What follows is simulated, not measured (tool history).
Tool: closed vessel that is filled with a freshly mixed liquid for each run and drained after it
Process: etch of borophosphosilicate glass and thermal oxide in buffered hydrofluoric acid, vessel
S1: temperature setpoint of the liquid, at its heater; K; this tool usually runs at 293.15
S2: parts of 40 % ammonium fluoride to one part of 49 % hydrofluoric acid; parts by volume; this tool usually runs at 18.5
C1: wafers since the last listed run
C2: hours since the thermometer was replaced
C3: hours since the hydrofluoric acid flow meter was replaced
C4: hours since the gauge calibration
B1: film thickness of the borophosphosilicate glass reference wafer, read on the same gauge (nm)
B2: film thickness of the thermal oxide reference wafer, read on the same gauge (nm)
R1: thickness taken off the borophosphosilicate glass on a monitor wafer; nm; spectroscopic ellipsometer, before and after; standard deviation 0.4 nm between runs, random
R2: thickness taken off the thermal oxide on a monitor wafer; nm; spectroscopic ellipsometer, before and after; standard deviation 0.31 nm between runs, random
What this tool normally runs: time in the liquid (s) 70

run 1 hour=0.0 | S1=293.15 S2=18.5 time_in_the_liquid_(s)=70 | C1=0 C2=2145.4 C3=907.4 C4=241.2 | B1=119.97 B2=150.02 | R1=51.37 R2=32.17
run 2 hour=25.1 | S1=293.15 S2=18.5 time_in_the_liquid_(s)=70 | C1=2024 C2=2170.5 C3=932.5 C4=266.3 | B1=120.02 B2=150.01 | R1=50.72 R2=31.96
run 3 hour=52.9 | S1=293.15 S2=18.5 time_in_the_liquid_(s)=70 | C1=2242 C2=2198.3 C3=960.3 C4=294.1 | B1=120.01 B2=149.99 | R1=51.28 R2=32.40
run 4 hour=81.2 | S1=293.15 S2=20.5 time_in_the_liquid_(s)=100 | C1=2282 C2=2226.6 C3=988.6 C4=322.4 | B1=120.00 B2=150.03 | R1=66.75 R2=41.58
run 5 hour=106.6 | S1=293.15 S2=20.5 time_in_the_liquid_(s)=100 | C1=2048 C2=2252.0 C3=1014.0 C4=347.8 | B1=120.01 B2=150.01 | R1=66.89 R2=41.83
run 6 hour=132.4 | S1=295.65 S2=13.0 time_in_the_liquid_(s)=70 | C1=2081 C2=2277.8 C3=1039.8 C4=373.6 | B1=120.00 B2=149.98 | R1=84.63 R2=52.93
run 7 hour=147.9 | S1=295.65 S2=13.0 time_in_the_liquid_(s)=70 | C1=1250 C2=2293.3 C3=1055.3 C4=389.1 | B1=120.05 B2=149.98 | R1=84.59 R2=52.21
run 8 hour=182.4 | S1=293.15 S2=18.5 time_in_the_liquid_(s)=80 | C1=2782 C2=2327.8 C3=1089.8 C4=423.6 | B1=120.01 B2=149.97 | R1=58.97 R2=37.31
run 9 hour=208.9 | S1=293.15 S2=18.5 time_in_the_liquid_(s)=80 | C1=2137 C2=2354.3 C3=1116.3 C4=450.1 | B1=120.01 B2=150.00 | R1=59.33 R2=37.79
run 10 hour=234.3 | S1=296.15 S2=18.5 time_in_the_liquid_(s)=70 | C1=2048 C2=2379.7 C3=1141.7 C4=475.5 | B1=119.98 B2=150.00 | R1=61.50 R2=37.79
-- hour=252.3 thermometer replaced
run 11 hour=264.3 | S1=297.15 S2=18.5 time_in_the_liquid_(s)=55 | C1=2339 C2=12.0 C3=1171.7 C4=505.5 | B1=120.06 B2=150.04 | R1=60.04 R2=38.04
run 12 hour=289.5 | S1=293.15 S2=13.5 time_in_the_liquid_(s)=70 | C1=2032 C2=37.2 C3=1196.9 C4=530.7 | B1=120.03 B2=149.99 | R1=83.04 R2=52.93
-- hour=309.9 hydrofluoric acid flow meter replaced
run 13 hour=312.2 | S1=298.15 S2=16.0 time_in_the_liquid_(s)=50 | C1=1750 C2=59.9 C3=2.3 C4=553.4 | B1=120.02 B2=150.02 | R1=60.21 R2=38.50
run 14 hour=326.4 | S1=293.15 S2=18.5 time_in_the_liquid_(s)=100 | C1=1145 C2=74.1 C3=16.5 C4=567.6 | B1=120.02 B2=149.98 | R1=79.76 R2=49.78
-- hour=334.0 gauge calibrated
run 15 hour=350.0 | S1=295.15 S2=18.5 time_in_the_liquid_(s)=70 | C1=1903 C2=97.7 C3=40.1 C4=16.0 | B1=119.99 B2=150.01 | R1=61.96 R2=39.00
run 16 hour=385.4 | S1=298.15 S2=16.0 time_in_the_liquid_(s)=50 | C1=2855 C2=133.1 C3=75.5 C4=51.4 | B1=120.04 B2=150.03 | R1=60.43 R2=38.55
run 17 hour=409.7 | S1=293.15 S2=18.5 time_in_the_liquid_(s)=80 | C1=1960 C2=157.4 C3=99.8 C4=75.7 | B1=119.98 B2=149.99 | R1=64.38 R2=39.96
run 18 hour=438.0 | S1=295.65 S2=18.5 time_in_the_liquid_(s)=105 | C1=2282 C2=185.7 C3=128.1 C4=104.0 | B1=119.99 B2=149.96 | R1=96.36 R2=60.49
run 19 hour=451.3 | S1=296.65 S2=18.5 time_in_the_liquid_(s)=70 | C1=1072 C2=199.0 C3=141.4 C4=117.3 | B1=120.00 B2=150.04 | R1=67.25 R2=43.10
run 20 hour=481.5 | S1=293.15 S2=18.5 time_in_the_liquid_(s)=45 | C1=2436 C2=229.2 C3=171.6 C4=147.5 | B1=120.01 B2=150.03 | R1=35.92 R2=22.51
run 21 hour=506.8 | S1=291.15 S2=21.0 time_in_the_liquid_(s)=90 | C1=2040 C2=254.5 C3=196.9 C4=172.8 | B1=119.98 B2=150.01 | R1=57.32 R2=35.89
run 22 hour=536.5 | S1=290.15 S2=25.0 time_in_the_liquid_(s)=100 | C1=2395 C2=284.2 C3=226.6 C4=202.5 | B1=119.98 B2=150.03 | R1=53.63 R2=33.69
run 23 hour=571.7 | S1=296.15 S2=14.0 time_in_the_liquid_(s)=105 | C1=2839 C2=319.4 C3=261.8 C4=237.7 | B1=120.00 B2=150.01 | R1=131.03 R2=81.33

Take each entry between the runs: how does the hidden state at the last listed run before it differ from the hidden state at the first listed run after it?
Runs 10 to 11: thermometer replaced (hour 252.3)
  liquid colder than its thermometer reads (K): 3.2 -> 0.0296; hydrofluoric acid flow above the setpoint (%): 10.8 -> 11.1
  measured minus no-state result, R1: -4.74 -> +5.84 nm; R2: -3.00 -> +3.69 nm
Runs 12 to 13: hydrofluoric acid flow meter replaced (hour 309.9)
  liquid colder than its thermometer reads (K): 0.0577 -> 0.083; hydrofluoric acid flow above the setpoint (%): 11.3 -> 0.0957
  measured minus no-state result, R1: +8.07 -> -0.21 nm; R2: +5.11 -> -0.13 nm
Runs 14 to 15: gauge calibrated (hour 334.0)
  liquid colder than its thermometer reads (K): 0.0989 -> 0.125; hydrofluoric acid flow above the setpoint (%): 0.216 -> 0.416
  measured minus no-state result, R1: -0.27 -> -0.19 nm; R2: -0.18 -> -0.12 nm
